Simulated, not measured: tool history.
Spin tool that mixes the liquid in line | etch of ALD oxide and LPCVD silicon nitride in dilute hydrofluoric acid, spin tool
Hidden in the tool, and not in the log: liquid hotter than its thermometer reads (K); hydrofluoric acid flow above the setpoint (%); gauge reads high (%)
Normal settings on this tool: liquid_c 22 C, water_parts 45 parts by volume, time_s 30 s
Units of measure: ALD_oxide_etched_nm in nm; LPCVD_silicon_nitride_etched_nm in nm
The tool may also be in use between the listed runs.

run	hour	liquid_c	water_parts	time_s	wafers since the last listed run	hours since the thermometer was replaced	hours since the hydrofluoric acid flow meter was replaced	hours since the gauge calibration	read-back film thickness of the ALD oxide reference wafer, read on the same gauge (nm)	read-back film thickness of the LPCVD silicon nitride reference wafer, read on the same gauge (nm)	ALD_oxide_etched_nm	LPCVD_silicon_nitride_etched_nm
1	0	22	45	30	0	1072.8	2216.9	3105.4	149.99	119.991	20.71	0.349
2	73.6	22	45	30	1259	1146.4	2290.5	3179	150.01	120.006	20.73	0.363
3	109.8	22	45	30	619	1182.6	2326.7	3215.2	150	120.033	20.6	0.364
# hour 166: gauge calibrated
# hour 315.6: hydrofluoric acid flow meter replaced
4	422.9	22	45	25	5342	1495.7	107.3	256.9	150.04	119.987	16.6	0.272
5	520.7	22	45	25	1674	1593.5	205.1	354.7	149.99	119.989	16.46	0.277
6	599.4	22	45	25	1347	1672.2	283.8	433.4	150.05	119.978	16.71	0.237
7	700.5	22	45	30	1730	1773.3	384.9	534.5	150	119.983	19.91	0.267
8	1024.1	24.5	65	25	5539	2096.9	708.5	858.1	150.02	119.987	12.53	0.196
9	1089.3	25.5	30	20	1116	2162.1	773.7	923.3	150	119.969	23.73	0.488
# hour 1133.4: thermometer replaced
10	1145.7	27	45	30	948	12.3	830.1	979.7	150	119.967	24.73	0.386
11	1207.7	22	45	30	1061	74.3	892.1	1041.7	150.03	120.001	20.11	0.359
12	1281.7	22	45	30	1266	148.3	966.1	1115.7	150.03	120.012	20.27	0.312
13	1333.6	24	50	15	888	200.2	1018	1167.6	149.98	120.01	9.89	0.134
14	1407.8	18	35	30	1270	274.4	1092.2	1241.8	150.03	119.969	22.09	0.31
15	1511.5	18.5	45	15	1775	378.1	1195.9	1345.5	149.98	120	8.76	0.106
16	1560	22	45	30	830	426.6	1244.4	1394	150.01	120.019	20.34	0.34
17	1657.7	22	30	30	1672	524.3	1342.1	1491.7	149.99	120.028	31.24	0.544
18	1719.3	22	60	30	1054	585.9	1403.7	1553.3	149.99	120.05	15.15	0.21
19	1815.5	22	35	30	1646	682.1	1499.9	1649.5	150.04	120.057	26.62	0.412
20	1875.8	25	45	40	1032	742.4	1560.2	1709.8	150.02	119.954	30.85	0.605
21	1975.5	18	65	15	1706	842.1	1659.9	1809.5	149.98	119.939	5.87	0.083
22	2033	19	45	25	984	899.6	1717.4	1867	149.97	120.001	15	0.155
23	2069.5	22	45	30	624	936.1	1753.9	1903.5	150.03	120.016	20.59	0.384
24	2159.7	22	45	30	1543	1026.3	1844.1	1993.7	149.99	119.983	20.64	0.359
25	2214.2	22	45	40	932	1080.8	1898.6	2048.2	150.04	120.042	27.55	0.41

Branching from run 25: 5 alternative next runs. What would each branch give?
A	2214.6	17.5	45	30	6	1081.2	1899	2048.6	?	?	?	?
B	2214.6	22	50	45	6	1081.2	1899	2048.6	?	?	?	?
C	2214.6	25	45	30	6	1081.2	1899	2048.6	?	?	?	?
D	2214.6	26.5	65	50	6	1081.2	1899	2048.6	?	?	?	?
E	2214.6	17	45	40	6	1081.2	1899	2048.6	?	?	?	?

run	read-back film thickness of the ALD oxide reference wafer, read on the same gauge (nm)	read-back film thickness of the LPCVD silicon nitride reference wafer, read on the same gauge (nm)	ALD_oxide_etched_nm	LPCVD_silicon_nitride_etched_nm
A	149.97	119.976	17.02	0.214
B	149.97	119.976	27.69	0.397
C	149.97	119.976	23.37	0.36
D	149.97	119.976	27.92	0.462
E	149.97	119.976	22.21	0.276
With no hidden state in the tool, these same runs would have given:
run	ALD_oxide_etched_nm	LPCVD_silicon_nitride_etched_nm
A	16.1	0.204
B	26.17	0.377
C	22.09	0.342
D	26.35	0.438
E	21	0.262
